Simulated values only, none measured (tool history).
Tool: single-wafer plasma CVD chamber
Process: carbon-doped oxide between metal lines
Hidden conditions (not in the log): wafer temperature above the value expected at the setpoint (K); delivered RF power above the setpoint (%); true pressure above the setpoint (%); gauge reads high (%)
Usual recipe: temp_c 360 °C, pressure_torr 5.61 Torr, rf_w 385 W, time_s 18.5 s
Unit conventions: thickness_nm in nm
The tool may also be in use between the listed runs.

run   hour  temp_c  pressure_torr  rf_w  time_s  wafers since the last listed run  hours since the last thermocouple change  hours since the last RF generator calibration  hours since the last manometer calibration  hours since the showerhead was replaced  hours since the gauge calibration  read-back reference wafer on the same gauge, thickness_nm  thickness_nm
  1    0.0     360           5.61   385    18.5                                 0                                    1705.1                                          662.0                                      2437.0                                   8655.3                               23.9                                                     61.408        70.602
  2   31.4     360           5.29   355    18.5                              1082                                    1736.5                                          693.4                                      2468.4                                   8686.7                               55.3                                                     61.380        66.430
  3   66.8     360           5.29   355    18.5                              1220                                    1771.9                                          728.8                                      2503.8                                   8722.1                               90.7                                                     61.393        66.489
  4   89.1     360           5.29   355    18.5                               768                                    1794.2                                          751.1                                      2526.1                                   8744.4                              113.0                                                     61.361        66.284
  5  103.6     360           5.61   385    18.5                               499                                    1808.7                                          765.6                                      2540.6                                   8758.9                              127.5                                                     61.449        70.346
     130.0  -- RF generator calibrated
  6  130.5     360           5.61   385    18.5                               651                                    1835.6                                            0.5                                      2567.5                                   8785.8                              154.4                                                     61.394        72.590
  7  142.6     360           5.61   385    18.5                               417                                    1847.7                                           12.6                                      2579.6                                   8797.9                              166.5                                                     61.433        72.721
     154.1  -- capacitance manometer re-zeroed and calibrated
  8  162.1     360           5.61   385    18.5                               396                                    1867.2                                           32.1                                         8.0                                   8817.4                              186.0                                                     61.393        73.001
     177.0  -- gauge calibrated
     201.5  -- showerhead replaced
  9  202.0     347           5.61   385    15.1                              1099                                    1907.1                                           72.0                                        47.9                                      0.5                               25.0                                                     61.339        61.555
     214.4  -- thermocouple changed; heater temperature recalibrated
 10  214.9     373           5.61   385    18.5                               168                                       0.5                                           84.9                                        60.8                                     13.4                               37.9                                                     61.384        70.780
 11  230.7     360           5.61   385    18.5                               544                                      16.3                                          100.7                                        76.6                                     29.2                               53.7                                                     61.351        72.680
 12  265.6     360           4.87   325    15.2                              1203                                      51.2                                          135.6                                       111.5                                     64.1                               88.6                                                     61.367        52.868
 13  280.7     360           4.68   385    16.5                               520                                      66.3                                          150.7                                       126.6                                     79.2                              103.7                                                     61.403        63.677
 14  304.1     360           4.87   335    18.5                               806                                      89.7                                          174.1                                       150.0                                    102.6                              127.1                                                     61.381        65.618
 15  320.2     360           4.26   385    18.5                               554                                     105.8                                          190.2                                       166.1                                    118.7                              143.2                                                     61.418        70.060

Give the tool's hidden conditions for every run:
wafer temperature above the value expected at the setpoint (K): 0 at every run
true pressure above the setpoint (%): 0 at every run
gauge reads high (%): 0 at every run
H1: delivered RF power above the setpoint (%)
run     H1
  1  -5.62
  2  -6.04
  3  -6.55
  4  -6.88
  5   -7.1
  6  -1.48
  7  -1.49
  8  -1.49
  9  -1.54
 10  -1.56
 11  -1.59
 12  -1.67
 13  -1.71
 14  -1.79
 15  -1.85

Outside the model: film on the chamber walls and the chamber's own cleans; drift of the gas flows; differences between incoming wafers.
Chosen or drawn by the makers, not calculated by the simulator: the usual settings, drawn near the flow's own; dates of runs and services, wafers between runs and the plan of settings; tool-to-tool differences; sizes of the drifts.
